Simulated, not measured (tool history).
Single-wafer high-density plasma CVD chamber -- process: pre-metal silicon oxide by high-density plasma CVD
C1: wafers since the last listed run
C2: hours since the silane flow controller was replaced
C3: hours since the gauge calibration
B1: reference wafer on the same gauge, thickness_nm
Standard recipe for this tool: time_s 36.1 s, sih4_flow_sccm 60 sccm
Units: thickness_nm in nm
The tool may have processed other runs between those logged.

Run 1, day 0.000: usual settings but sih4_flow_sccm 67 sccm; C1 0; C2 820.8; C3 2138.5; B1 174.921. Result: thickness_nm 228.032 nm.
Run 2, day 2.258: usual settings but sih4_flow_sccm 67 sccm; C1 1291; C2 875.0; C3 2192.7; B1 174.946. Result: thickness_nm 232.226 nm.
Run 3, day 3.812: usual settings but sih4_flow_sccm 67 sccm; C1 888; C2 912.3; C3 2230.0; B1 175.143. Result: thickness_nm 230.473 nm.
Run 4, day 6.812: usual settings but sih4_flow_sccm 64 sccm; C1 1715; C2 984.3; C3 2302.0; B1 175.026. Result: thickness_nm 220.610 nm.
Run 5, day 8.983: usual settings but sih4_flow_sccm 66 sccm; C1 1241; C2 1036.4; C3 2354.1; B1 174.877. Result: thickness_nm 228.809 nm.
At day 11.421: gauge calibrated.
Run 6, day 11.783: usual settings but sih4_flow_sccm 66 sccm; C1 1601; C2 1103.6; C3 8.7; B1 174.889. Result: thickness_nm 226.239 nm.
Run 7, day 16.225: usual settings but time_s 31.3 s; C1 2540; C2 1210.2; C3 115.3; B1 175.223. Result: thickness_nm 179.565 nm.
Run 8, day 20.350: usual settings but time_s 31.3 s; C1 2359; C2 1309.2; C3 214.3; B1 174.918. Result: thickness_nm 181.671 nm.
Run 9, day 23.825: usual settings but time_s 31.3 s; C1 1987; C2 1392.6; C3 297.7; B1 174.891. Result: thickness_nm 178.210 nm.
Run 10, day 25.558: usual settings but sih4_flow_sccm 70 sccm; C1 991; C2 1434.2; C3 339.3; B1 175.063. Result: thickness_nm 241.939 nm.
Run 11, day 36.542: usual settings but sih4_flow_sccm 70 sccm; C1 6282; C2 1697.8; C3 602.9; B1 174.926. Result: thickness_nm 245.171 nm.
Run 12, day 39.150: usual settings but sih4_flow_sccm 70 sccm; C1 1491; C2 1760.4; C3 665.5; B1 174.983. Result: thickness_nm 241.511 nm.
Run 13, day 41.621: usual settings; C1 1413; C2 1819.7; C3 724.8; B1 175.247. Result: thickness_nm 210.754 nm.
Run 14, day 44.679: usual settings; C1 1749; C2 1893.1; C3 798.2; B1 175.144. Result: thickness_nm 208.377 nm.
Run 15, day 46.254: usual settings; C1 900; C2 1930.9; C3 836.0; B1 174.937. Result: thickness_nm 208.818 nm.
Run 16, day 48.171: usual settings; C1 1096; C2 1976.9; C3 882.0; B1 174.938. Result: thickness_nm 210.355 nm.
Run 17, day 50.488: usual settings; C1 1325; C2 2032.5; C3 937.6; B1 174.904. Result: thickness_nm 210.439 nm.
Run 18, day 52.604: usual settings; C1 1210; C2 2083.3; C3 988.4; B1 174.854. Result: thickness_nm 211.363 nm.
Run 19, day 55.258: usual settings; C1 1518; C2 2147.0; C3 1052.1; B1 174.774. Result: thickness_nm 210.085 nm.
Run 20, day 56.783: usual settings but sih4_flow_sccm 53 sccm; C1 872; C2 2183.6; C3 1088.7; B1 175.147. Result: thickness_nm 186.835 nm.
Run 21, day 61.125: usual settings but sih4_flow_sccm 53 sccm; C1 2483; C2 2287.8; C3 1192.9; B1 174.980. Result: thickness_nm 188.365 nm.
Run 22, day 64.542: usual settings but sih4_flow_sccm 53 sccm; C1 1954; C2 2369.8; C3 1274.9; B1 174.847. Result: thickness_nm 185.930 nm.
Run 23, day 66.712: usual settings but sih4_flow_sccm 63 sccm; C1 1241; C2 2421.9; C3 1327.0; B1 175.047. Result: thickness_nm 221.483 nm.
Run 24, day 70.371: usual settings but sih4_flow_sccm 66 sccm; C1 2092; C2 2509.7; C3 1414.8; B1 174.971. Result: thickness_nm 232.443 nm.
Run 25, day 73.796: usual settings but time_s 32.7 s, sih4_flow_sccm 54 sccm; C1 1958; C2 2591.9; C3 1497.0; B1 175.076. Result: thickness_nm 171.313 nm.
Run 26, day 80.646: usual settings but time_s 41.0 s, sih4_flow_sccm 67 sccm; C1 3917; C2 2756.3; C3 1661.4; B1 175.167. Result: thickness_nm 267.261 nm.
Run 27, day 83.608: usual settings but time_s 40.6 s, sih4_flow_sccm 65 sccm; C1 1694; C2 2827.4; C3 1732.5; B1 174.744. Result: thickness_nm 257.885 nm.
Run 28, day 85.596: usual settings but time_s 32.0 s, sih4_flow_sccm 54 sccm; C1 1136; C2 2875.1; C3 1780.2; B1 174.926. Result: thickness_nm 169.774 nm.
Run 29, day 90.054: usual settings but time_s 33.1 s, sih4_flow_sccm 67 sccm; C1 2549; C2 2982.1; C3 1887.2; B1 174.807. Result: thickness_nm 216.806 nm.
At day 92.862: silane flow controller replaced.
Run 30, day 93.029: usual settings but time_s 40.4 s, sih4_flow_sccm 53 sccm; C1 1510; C2 4.0; C3 1958.6; B1 175.150. Result: thickness_nm 199.337 nm.
Run 31, day 96.775: usual settings but time_s 33.6 s, sih4_flow_sccm 66 sccm; C1 2142; C2 93.9; C3 2048.5; B1 174.973. Result: thickness_nm 206.585 nm.
Run 32, day 100.662: usual settings but sih4_flow_sccm 67 sccm; C1 2223; C2 187.2; C3 2141.8; B1 174.985. Result: thickness_nm 225.806 nm.
Run 33, day 103.604: usual settings but time_s 31.3 s; C1 1682; C2 257.8; C3 2212.4; B1 175.187. Result: thickness_nm 176.699 nm.
Run 34, day 107.125: usual settings; C1 2013; C2 342.3; C3 2296.9; B1 175.074. Result: thickness_nm 203.307 nm.
Run 35, day 110.783: usual settings but time_s 33.8 s, sih4_flow_sccm 51 sccm; C1 2092; C2 430.1; C3 2384.7; B1 175.003. Result: thickness_nm 162.827 nm.
Run 36, day 113.200: usual settings but time_s 39.5 s; C1 1382; C2 488.1; C3 2442.7; B1 174.829. Result: thickness_nm 222.670 nm.
Run 37, day 115.808: usual settings but sih4_flow_sccm 63 sccm; C1 1491; C2 550.7; C3 2505.3; B1 174.599. Result: thickness_nm 216.999 nm.
At day 117.079: gauge calibrated.
Run 38, day 120.267: usual settings but time_s 41.5 s, sih4_flow_sccm 48 sccm; C1 2549; C2 657.7; C3 76.5; B1 174.845. Result: thickness_nm 188.743 nm.
Run 39, day 122.508: usual settings but time_s 32.9 s, sih4_flow_sccm 50 sccm; C1 1282; C2 711.5; C3 130.3; B1 174.895. Result: thickness_nm 157.600 nm.
Run 40, day 125.033: usual settings but time_s 30.3 s, sih4_flow_sccm 53 sccm; C1 1444; C2 772.1; C3 190.9; B1 174.968. Result: thickness_nm 154.059 nm.
Run 41, day 129.121: usual settings but time_s 33.8 s, sih4_flow_sccm 51 sccm; C1 2337; C2 870.2; C3 289.0; B1 175.057. Result: thickness_nm 166.518 nm.
Run 42, day 132.858: usual settings but time_s 42.8 s, sih4_flow_sccm 56 sccm; C1 2137; C2 959.9; C3 378.7; B1 175.116. Result: thickness_nm 228.910 nm.
Run 43, day 134.700: usual settings; C1 1053; C2 1004.1; C3 422.9; B1 174.983. Result: thickness_nm 207.702 nm.
Run 44, day 147.779: usual settings but time_s 43.1 s, sih4_flow_sccm 50 sccm; C1 7480; C2 1318.0; C3 736.8; B1 174.805. Result: thickness_nm 210.901 nm.
Run 45, day 150.146: usual settings but time_s 40.2 s; C1 1353; C2 1374.8; C3 793.6; B1 175.047. Result: thickness_nm 230.562 nm.
Run 46, day 152.529: usual settings; C1 1363; C2 1432.0; C3 850.8; B1 174.924. Result: thickness_nm 210.247 nm.

What if the next run were any one of these 4? Each begins from the tool's condition after run 46:
Run A, day 152.546: usual settings but time_s 30.3 s; C1 9; C2 1432.4; C3 851.2; B1 ?. Result: thickness_nm ?.
Run B, day 152.546: usual settings but sih4_flow_sccm 72 sccm; C1 9; C2 1432.4; C3 851.2; B1 ?. Result: thickness_nm ?.
Run C, day 152.546: usual settings but sih4_flow_sccm 68 sccm; C1 9; C2 1432.4; C3 851.2; B1 ?. Result: thickness_nm ?.
Run D, day 152.546: usual settings but time_s 41.3 s, sih4_flow_sccm 54 sccm; C1 9; C2 1432.4; C3 851.2; B1 ?. Result: thickness_nm ?.

run       B1  thickness_nm
  A  175.229       177.920
  B  175.229       253.292
  C  175.229       239.521
  D  175.229       218.879
Had the tool no hidden state, the same runs would have come out as:
run  thickness_nm
  A       169.480
  B       241.277
  C       228.159
  D       208.496
